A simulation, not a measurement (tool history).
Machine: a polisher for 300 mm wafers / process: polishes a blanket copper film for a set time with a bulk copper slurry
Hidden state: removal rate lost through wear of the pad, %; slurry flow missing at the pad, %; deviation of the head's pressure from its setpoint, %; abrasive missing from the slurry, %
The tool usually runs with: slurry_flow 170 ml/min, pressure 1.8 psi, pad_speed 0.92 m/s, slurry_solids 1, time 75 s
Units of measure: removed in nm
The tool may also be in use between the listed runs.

| run | hour | slurry_flow | pressure | pad_speed | slurry_solids | time | wafers since the last listed run | wafers polished on this pad | hours since the slurry nozzle was cleaned | hours since the head pressure was calibrated | hours since the slurry blender was calibrated | incoming thickness of the incoming film, nm | removed |
|---|---|---|---|---|---|---|---|---|---|---|---|---|---|
| 1 | 0 | 170 | 1.8 | 0.92 | 1 | 75 | 0 | 502 | 462.3 | 1104.2 | 79.8 | 4840.2 | 299.2 |
| 2 | 8.6 | 170 | 1.8 | 0.92 | 1 | 75 | 72 | 574 | 470.9 | 1112.8 | 88.4 | 4699.7 | 297.7 |
| 3 | 24.9 | 170 | 1.8 | 0.92 | 1 | 75 | 138 | 713 | 487.2 | 1129.1 | 104.7 | 4663 | 298.2 |
|  | 35.1 | worn pad replaced by a new one |
| 4 | 41.6 | 170 | 1.8 | 0.92 | 1 | 75 | 107 | 54 | 503.9 | 1145.8 | 121.4 | 4678.9 | 294.7 |
| 5 | 52.7 | 170 | 1.8 | 0.92 | 1 | 75 | 94 | 149 | 515 | 1156.9 | 132.5 | 4795.5 | 299.6 |
| 6 | 60.4 | 135 | 1.8 | 0.92 | 1.1 | 75 | 65 | 214 | 522.7 | 1164.6 | 140.2 | 4710.2 | 283.1 |
| 7 | 68.7 | 135 | 1.8 | 0.92 | 1.1 | 75 | 70 | 284 | 531 | 1172.9 | 148.5 | 4803.4 | 293.4 |
| 8 | 82.8 | 170 | 1.5 | 0.92 | 0.85 | 75 | 119 | 404 | 545.1 | 1187 | 162.6 | 4785.5 | 239 |
|  | 88.9 | head pressure recalibrated |
| 9 | 99.7 | 170 | 1.5 | 0.92 | 0.85 | 75 | 126 | 530 | 562 | 10.8 | 179.5 | 4685.5 | 237.9 |
| 10 | 112.3 | 190 | 1.9 | 0.92 | 1 | 75 | 106 | 637 | 574.6 | 23.4 | 192.1 | 4726.9 | 325.6 |
|  | 119.6 | worn pad replaced by a new one |
| 11 | 121.1 | 190 | 1.9 | 0.92 | 1 | 75 | 40 | 12 | 583.4 | 32.2 | 200.9 | 4699.6 | 322.4 |
|  | 128.1 | slurry nozzle cleaned |
| 12 | 130.6 | 190 | 1.9 | 0.92 | 1 | 75 | 72 | 84 | 2.5 | 41.7 | 210.4 | 4726.1 | 363.1 |
| 13 | 143.4 | 170 | 1.8 | 0.92 | 1 | 75 | 108 | 193 | 15.3 | 54.5 | 223.2 | 4740.7 | 334.2 |
| 14 | 153.6 | 170 | 1.8 | 0.92 | 1 | 75 | 86 | 279 | 25.5 | 64.7 | 233.4 | 4784.2 | 337.5 |
|  | 171.2 | slurry blender recalibrated |
| 15 | 171.7 | 130 | 2 | 1 | 1 | 54 | 136 | 416 | 43.6 | 82.8 | 0.5 | 4729.5 | 264.5 |
| 16 | 178.9 | 170 | 1.8 | 0.92 | 0.8 | 75 | 61 | 477 | 50.8 | 90 | 7.7 | 4755.7 | 311 |

Expected results for the next run?
| 17 | 193.4 | 170 | 1.6 | 0.92 | 1 | 88 | 122 | 599 | 65.3 | 104.5 | 22.2 | 4700.6 | ? |

removed: 350.8 nm
The same run, on a tool lacking any hidden state, would have yielded removed 361.2 nm.
